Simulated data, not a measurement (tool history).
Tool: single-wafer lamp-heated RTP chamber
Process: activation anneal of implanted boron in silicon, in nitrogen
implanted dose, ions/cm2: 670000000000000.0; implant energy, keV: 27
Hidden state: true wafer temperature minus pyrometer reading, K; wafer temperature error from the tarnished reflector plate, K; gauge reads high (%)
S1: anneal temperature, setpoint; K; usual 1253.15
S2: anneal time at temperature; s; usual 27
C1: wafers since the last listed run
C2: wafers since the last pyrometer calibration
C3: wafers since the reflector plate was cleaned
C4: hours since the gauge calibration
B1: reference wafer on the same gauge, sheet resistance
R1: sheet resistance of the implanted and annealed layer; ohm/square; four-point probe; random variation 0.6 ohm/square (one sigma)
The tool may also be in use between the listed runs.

| run | hour | S1 | S2 | C1 | C2 | C3 | C4 | B1 | R1 |
|---|---|---|---|---|---|---|---|---|---|
| 1 | 0 | 1271.15 | 27 | 0 | 6512 | 113 | 417.4 | 202.99 | 169.62 |
|  | 8.9 | pyrometer window cleaned and pyrometer calibrated |
| 2 | 37.1 | 1271.15 | 27 | 610 | 591 | 724 | 454.5 | 203.14 | 169.03 |
| 3 | 93 | 1253.15 | 40 | 1172 | 1764 | 1896 | 510.4 | 203.04 | 176.34 |
| 4 | 161 | 1253.15 | 40 | 1426 | 3190 | 3322 | 578.4 | 202.85 | 176.57 |
| 5 | 211.1 | 1253.15 | 16 | 1050 | 4241 | 4373 | 628.5 | 202.89 | 183.33 |
| 6 | 251.3 | 1253.15 | 16 | 843 | 5084 | 5216 | 668.7 | 202.82 | 182.87 |
|  | 268.4 | reflector plate cleaned |
| 7 | 320.6 | 1253.15 | 31 | 1285 | 6370 | 1094 | 738 | 203.22 | 177.15 |
| 8 | 370.7 | 1253.15 | 31 | 1050 | 7420 | 2145 | 788.1 | 203.26 | 176.57 |
| 9 | 422.1 | 1253.15 | 35 | 1078 | 8499 | 3223 | 839.5 | 203.35 | 176.59 |
|  | 436.5 | pyrometer window cleaned and pyrometer calibrated |
|  | 490 | reflector plate cleaned |
| 10 | 490.5 | 1253.15 | 35 | 1099 | 963 | 10 | 907.9 | 203.02 | 177.31 |
| 11 | 528.4 | 1253.15 | 35 | 794 | 1758 | 805 | 945.8 | 203.02 | 176.46 |
| 12 | 575.6 | 1253.15 | 39 | 990 | 2748 | 1795 | 993 | 202.73 | 176.32 |
| 13 | 603.5 | 1253.15 | 39 | 585 | 3333 | 2380 | 1020.9 | 203.04 | 176.23 |
| 14 | 642.9 | 1253.15 | 41 | 826 | 4160 | 3207 | 1060.3 | 203.09 | 176.19 |
| 15 | 709.9 | 1253.15 | 27 | 1405 | 5565 | 4612 | 1127.3 | 202.82 | 179.49 |
| 16 | 749.3 | 1278.15 | 27 | 826 | 6392 | 5438 | 1166.7 | 202.98 | 167.37 |
|  | 765.3 | gauge calibrated |
|  | 777.6 | reflector plate cleaned |
| 17 | 787.6 | 1253.15 | 42 | 635 | 7027 | 209 | 22.3 | 202.77 | 175.82 |
|  | 805.3 | pyrometer window cleaned and pyrometer calibrated |
| 18 | 816.5 | 1277.15 | 27 | 438 | 235 | 647 | 51.2 | 203.14 | 168.58 |
| 19 | 871.1 | 1253.15 | 37 | 1145 | 1380 | 1793 | 105.8 | 203.37 | 176.89 |
| 20 | 913.3 | 1253.15 | 39 | 885 | 2265 | 2678 | 148 | 202.94 | 176.51 |
| 21 | 937.7 | 1270.15 | 34 | 511 | 2777 | 3190 | 172.4 | 203.08 | 169.05 |
| 22 | 1000.7 | 1253.15 | 27 | 1321 | 4098 | 4511 | 235.4 | 203.12 | 178.69 |
|  | 1017.7 | reflector plate cleaned |
| 23 | 1061.9 | 1236.15 | 12 | 1115 | 5214 | 926 | 296.6 | 203.25 | 209.86 |
| 24 | 1088.9 | 1229.15 | 21 | 566 | 5781 | 1492 | 323.6 | 203.07 | 213.38 |
| 25 | 1158.8 | 1277.15 | 14 | 1466 | 7247 | 2958 | 393.5 | 203.07 | 168.15 |
| 26 | 1214.1 | 1253.15 | 14 | 1159 | 8407 | 4118 | 448.8 | 203.12 | 183.2 |
|  | 1234 | pyrometer window cleaned and pyrometer calibrated |
| 27 | 1269.2 | 1243.15 | 27 | 987 | 737 | 5106 | 503.9 | 203.07 | 187.93 |

How the hidden state differs across the entries between the runs, from the last listed run before each to the first after it:
Between runs 1 and 2: pyrometer window cleaned and pyrometer calibrated (hour 8.9)
  no hidden state differs between the two runs
Between runs 6 and 7: reflector plate cleaned (hour 268.4)
  no hidden state differs between the two runs
Between runs 9 and 10: pyrometer window cleaned and pyrometer calibrated (hour 436.5); reflector plate cleaned (hour 490)
  no hidden state differs between the two runs
Between runs 16 and 17: gauge calibrated (hour 765.3); reflector plate cleaned (hour 777.6)
  no hidden state differs between the two runs
Between runs 17 and 18: pyrometer window cleaned and pyrometer calibrated (hour 805.3)
  no hidden state differs between the two runs
Between runs 22 and 23: reflector plate cleaned (hour 1017.7)
  no hidden state differs between the two runs
Between runs 26 and 27: pyrometer window cleaned and pyrometer calibrated (hour 1234)
  no hidden state differs between the two runs

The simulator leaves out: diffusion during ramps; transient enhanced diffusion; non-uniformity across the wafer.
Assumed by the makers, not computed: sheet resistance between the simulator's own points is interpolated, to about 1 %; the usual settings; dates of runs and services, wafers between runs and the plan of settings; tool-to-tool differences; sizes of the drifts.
